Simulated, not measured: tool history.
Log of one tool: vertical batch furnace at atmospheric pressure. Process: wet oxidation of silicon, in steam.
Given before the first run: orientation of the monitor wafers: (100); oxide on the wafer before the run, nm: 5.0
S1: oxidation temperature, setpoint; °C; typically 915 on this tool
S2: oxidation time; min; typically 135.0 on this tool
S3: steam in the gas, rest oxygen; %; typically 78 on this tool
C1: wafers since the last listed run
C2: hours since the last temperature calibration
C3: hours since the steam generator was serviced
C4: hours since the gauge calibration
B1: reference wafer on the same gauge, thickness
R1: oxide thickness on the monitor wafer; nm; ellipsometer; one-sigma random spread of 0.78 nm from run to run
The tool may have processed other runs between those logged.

run    hour   S1     S2  S3    C1      C2      C3      C4      B1      R1
  1     0.0  915  135.0  78     0  1398.5   222.8   595.3  260.05  309.37
  2    97.0  915  135.0  78  1034  1495.5   319.8   692.3  260.05  310.35
  3   259.4  915  135.0  78  1732  1657.9   482.2   854.7  260.08  308.73
  4   297.5  915  135.0  78   406  1696.0   520.3   892.8  260.10  308.58
  5   339.9  915  135.0  78   452  1738.4   562.7   935.2  260.03  308.72
  6   418.0  934  135.0  78   833  1816.5   640.8  1013.3  259.92  370.07
  7   454.3  934  135.0  78   387  1852.8   677.1  1049.6  259.92  370.54
  8   525.5  915  135.0  78   759  1924.0   748.3  1120.8  260.04  308.30
  9   610.6  915  135.0  78   907  2009.1   833.4  1205.9  260.00  309.00
 10   688.0  915  135.0  85   825  2086.5   910.8  1283.3  259.86  331.14
 11   784.9  915  135.0  85  1033  2183.4  1007.7  1380.2  260.01  331.69
 12   892.8  915  135.0  85  1151  2291.3  1115.6  1488.1  259.96  330.02
      972.1  -- gauge calibrated
 13   976.7  915  135.0  73   895  2375.2  1199.5     4.6  259.97  293.11
 14  1051.1  915  135.0  73   793  2449.6  1273.9    79.0  260.16  292.92
 15  1105.4  915  135.0  73   579  2503.9  1328.2   133.3  259.89  292.91
     1202.6  -- thermocouples replaced and temperature profile calibrated
 16  1203.1  925  135.0  78   786     0.5  1425.9   231.0  260.04  337.73
 17  1229.0  925  135.0  78   276    26.4  1451.8   256.9  259.86  336.71
 18  1305.3  915  135.0  73   813   102.7  1528.1   333.2  259.98  290.41
 19  1396.9  897  135.0  78   977   194.3  1619.7   424.8  259.91  247.71
 20  1500.6  893  175.5  67  1106   298.0  1723.4   528.5  260.01  258.25
 21  1583.0  931  135.0  66   879   380.4  1805.8   610.9  259.92  314.97
 22  1670.4  915   86.0  78   932   467.8  1893.2   698.3  259.95  211.52
 23  1759.3  925  135.0  78   948   556.7  1982.1   787.2  260.19  337.52
 24  1850.7  900  202.5  70   975   648.1  2073.5   878.6  259.97  327.55
 25  1918.4  894  117.5  78   722   715.8  2141.2   946.3  259.96  212.14
     1983.1  -- steam generator serviced
 26  2025.0  930   77.5  66   881   822.4    41.9  1052.9  260.03  200.24
 27  2115.2  922   98.0  72   962   912.6   132.1  1143.1  260.07  240.04
 28  2161.3  936   85.5  78   491   958.7   178.2  1189.2  260.07  263.52
 29  2223.5  935  198.5  78   663  1020.9   240.4  1251.4  260.07  494.88
 30  2263.0  926  135.0  75   421  1060.4   279.9  1290.9  259.89  332.83
 31  2370.8  892  197.5  73  1150  1168.2   387.7  1398.7  259.84  303.67
 32  2458.2  915  109.5  78   932  1255.6   475.1  1486.1  260.02  260.05
 33  2548.8  891  135.0  69   966  1346.2   565.7  1576.7  260.11  207.62
     2560.1  -- gauge calibrated
 34  2603.7  915  135.0  78   585  1401.1   620.6    43.6  259.97  306.82

4 options for the next run, each taken on its own from the tool as it stands now. Forecast them:
  A  2610.2  922  135.0  78  69  1407.6  627.1  50.1   ?   ?
  B  2610.2  900  158.5  78  69  1407.6  627.1  50.1   ?   ?
  C  2610.2  915  177.5  86  69  1407.6  627.1  50.1   ?   ?
  D  2610.2  901  112.0  66  69  1407.6  627.1  50.1   ?   ?

run      B1      R1
  A  259.91  330.09
  B  259.91  296.84
  C  259.91  411.91
  D  259.91  195.63
Without the tool's unlogged condition, the same runs would have read:
run      R1
  A  332.52
  B  298.89
  C  414.85
  D  197.01
